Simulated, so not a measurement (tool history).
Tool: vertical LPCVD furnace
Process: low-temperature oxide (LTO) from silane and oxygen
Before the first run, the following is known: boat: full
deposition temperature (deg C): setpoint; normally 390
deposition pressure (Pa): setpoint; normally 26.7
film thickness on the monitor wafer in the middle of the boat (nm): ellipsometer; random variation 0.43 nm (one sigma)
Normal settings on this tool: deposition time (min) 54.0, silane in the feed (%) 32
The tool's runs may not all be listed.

run   hour  deposition temperature (deg C)  deposition pressure (Pa)  deposition time (min)  silane in the feed (%)  read-back reference wafer on the same gauge, thickness  film thickness on the monitor wafer in the middle of the boat (nm)
  1    0.0                             390                      26.7                   54.0                      32                                                  277.79                                                              287.06
  2   15.1                             390                      26.7                   54.0                      32                                                  277.86                                                              287.02
  3   21.8                             390                      26.7                   54.0                      32                                                  278.01                                                              287.92
  4   31.4                             390                      24.7                   54.0                      32                                                  278.08                                                              266.00
  5   64.2                             394                      26.7                   54.0                      36                                                  278.19                                                              353.98
  6   68.4                             394                      26.7                   54.0                      36                                                  278.18                                                              354.13
  7   72.6                             394                      26.7                   54.0                      36                                                  277.94                                                              353.65
  8  106.1                             390                      26.7                   54.0                      34                                                  277.87                                                              312.47
  9  110.3                             390                      26.7                   54.0                      34                                                  278.06                                                              313.31
 10  114.5                             390                      24.7                   54.0                      32                                                  278.02                                                              266.38
 11  121.6                             390                      20.0                   71.5                      32                                                  277.96                                                              285.24
 12  130.9                             390                      30.0                   54.0                      37                                                  278.22                                                              393.74
 13  143.0                             394                      26.7                   54.0                      36                                                  277.93                                                              354.32
 14  157.3                             390                      26.7                   54.0                      32                                                  278.05                                                              287.77
 15  166.4                             390                      26.7                   54.0                      26                                                  278.15                                                              209.71
 16  172.5                             398                      32.0                   54.0                      32                                                  278.10                                                              379.45
 17  178.9                             398                      31.3                   69.0                      32                                                  277.89                                                              474.94
 18  191.9                             390                      33.3                   39.0                      32                                                  277.93                                                              259.29
 19  200.6                             390                      26.7                   54.0                      29                                                  277.82                                                              248.13

Missing from the log above: 4 entries noted between runs. For each, name the pair of listed runs it sits between and say how the tool's hidden condition differs from the listed run just before to the listed run just after:
Run 4 -> run 5: thermocouples replaced and temperature profile calibrated (hour 63.7)
  the hidden state is the same at both runs
Run 7 -> run 8: gauge calibrated (hour 75.0); pressure gauge zeroed (hour 89.3); silane flow controller replaced (hour 105.6)
  the hidden state is the same at both runs

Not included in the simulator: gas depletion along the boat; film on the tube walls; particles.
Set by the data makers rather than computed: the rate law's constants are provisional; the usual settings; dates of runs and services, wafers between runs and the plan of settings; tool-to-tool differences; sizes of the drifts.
